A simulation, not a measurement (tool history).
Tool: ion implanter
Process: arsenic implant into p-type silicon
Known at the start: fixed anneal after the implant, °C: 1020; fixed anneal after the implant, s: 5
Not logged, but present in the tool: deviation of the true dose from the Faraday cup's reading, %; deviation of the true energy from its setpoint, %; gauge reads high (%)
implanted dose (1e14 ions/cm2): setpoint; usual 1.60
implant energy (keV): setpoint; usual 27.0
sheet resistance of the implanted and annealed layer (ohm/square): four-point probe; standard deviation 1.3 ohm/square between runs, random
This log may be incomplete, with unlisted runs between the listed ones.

run    hour  implanted dose (1e14 ions/cm2)  implant energy (keV)  wafers since the last listed run  hours since the last dose calibration  hours since the extraction supply was calibrated  hours since the gauge calibration  read-back reference wafer on the same gauge, sheet resistance  sheet resistance of the implanted and annealed layer (ohm/square)
  1     0.0                            1.60                  27.0                                 0                                  586.3                                            4651.7                              935.2                                                         444.93                                                             470.34
  2    56.9                            1.60                  34.5                               592                                  643.2                                            4708.6                              992.1                                                         444.02                                                             453.91
  3   148.3                            1.60                  34.5                               952                                  734.6                                            4800.0                             1083.5                                                         444.23                                                             454.29
  4   234.8                            1.60                  34.5                               901                                  821.1                                            4886.5                             1170.0                                                         443.62                                                             450.89
  5   334.3                            1.60                  27.0                              1036                                  920.6                                            4986.0                             1269.5                                                         443.94                                                             468.98
  6   387.4                            1.60                  27.0                               553                                  973.7                                            5039.1                             1322.6                                                         443.83                                                             471.15
  7   488.6                            1.60                  27.0                              1054                                 1074.9                                            5140.3                             1423.8                                                         443.90                                                             469.99
  8   544.9                            1.60                  27.0                               586                                 1131.2                                            5196.6                             1480.1                                                         442.95                                                             468.22
      598.1  -- Faraday cup replaced and dose calibrated
  9   605.6                            1.60                  27.0                               549                                    7.5                                            5257.3                             1540.8                                                         443.57                                                             473.61
 10   661.8                            1.60                  27.0                               585                                   63.7                                            5313.5                             1597.0                                                         443.57                                                             468.53
 11   714.6                            1.60                  27.0                               550                                  116.5                                            5366.3                             1649.8                                                         443.50                                                             470.34
 12   773.9                            1.60                  27.0                               617                                  175.8                                            5425.6                             1709.1                                                         442.88                                                             468.59
 13   878.2                            1.60                  27.0                              1086                                  280.1                                            5529.9                             1813.4                                                         442.56                                                             471.42
      888.8  -- extraction supply calibrated
 14   923.1                            1.60                  27.0                               384                                  325.0                                              34.3                             1858.3                                                         442.73                                                             470.80
 15   977.7                            1.97                  24.0                               568                                  379.6                                              88.9                             1912.9                                                         442.56                                                             412.89
 16  1042.5                            1.60                  27.0                               675                                  444.4                                             153.7                             1977.7                                                         442.61                                                             469.26
 17  1130.0                            1.60                  33.5                               911                                  531.9                                             241.2                             2065.2                                                         442.59                                                             451.09
 18  1223.8                            1.33                  27.0                               977                                  625.7                                             335.0                             2159.0                                                         441.23                                                             537.22
 19  1267.0                            1.79                  20.5                               450                                  668.9                                             378.2                             2202.2                                                         441.75                                                             452.27
 20  1450.1                            1.33                  27.0                              1907                                  852.0                                             561.3                             2385.3                                                         442.10                                                             537.12
 21  1498.1                            1.60                  20.0                               500                                  900.0                                             609.3                             2433.3                                                         441.50                                                             491.68
 22  1544.9                            1.60                  34.5                               487                                  946.8                                             656.1                             2480.1                                                         441.37                                                             451.34
     1563.8  -- gauge calibrated
 23  1636.6                            2.05                  20.0                               955                                 1038.5                                             747.8                               72.8                                                         446.99                                                             417.19
 24  1674.0                            1.60                  27.0                               389                                 1075.9                                             785.2                              110.2                                                         446.85                                                             475.62
 25  1751.3                            1.60                  27.0                               805                                 1153.2                                             862.5                              187.5                                                         446.17                                                             471.58
 26  1854.1                            1.21                  34.0                              1071                                 1256.0                                             965.3                              290.3                                                         446.09                                                             554.94
 27  1897.4                            1.60                  27.0                               451                                 1299.3                                            1008.6                              333.6                                                         445.84                                                             474.84
     1914.9  -- Faraday cup replaced and dose calibrated
 28  1960.8                            1.13                  27.0                               577                                   45.9                                            1072.0                              397.0                                                         446.19                                                             603.49
 29  2057.6                            1.96                  36.0                              1008                                  142.7                                            1168.8                              493.8                                                         445.94                                                             391.08
 30  2103.9                            1.31                  36.0                               482                                  189.0                                            1215.1                              540.1                                                         446.23                                                             518.92
 31  2141.9                            1.45                  19.5                               395                                  227.0                                            1253.1                              578.1                                                         445.75                                                             533.12
 32  2205.7                            1.60                  27.0                               664                                  290.8                                            1316.9                              641.9                                                         444.91                                                             473.50
 33  2259.1                            1.60                  27.0                               556                                  344.2                                            1370.3                              695.3                                                         445.23                                                             473.70
 34  2424.8                            1.85                  27.0                              1726                                  509.9                                            1536.0                              861.0                                                         445.08                                                             424.57

Run by run, hidden condition taken away, random variation retained:
run  sheet resistance of the implanted and annealed layer (ohm/square)
  1                                                             472.90
  2                                                             456.51
  3                                                             457.10
  4                                                             453.87
  5                                                             472.31
  6                                                             474.62
  7                                                             473.70
  8                                                             472.03
  9                                                             477.62
 10                                                             472.63
 11                                                             474.58
 12                                                             472.95
 13                                                             476.05
 14                                                             475.53
 15                                                             417.15
 16                                                             474.26
 17                                                             456.09
 18                                                             543.44
 19                                                             457.60
 20                                                             543.94
 21                                                             498.05
 22                                                             457.29
 23                                                             417.48
 24                                                             476.04
 25                                                             472.17
 26                                                             555.92
 27                                                             475.78
 28                                                             604.88
 29                                                             392.17
 30                                                             520.48
 31                                                             534.82
 32                                                             475.15
 33                                                             475.48
 34                                                             426.52
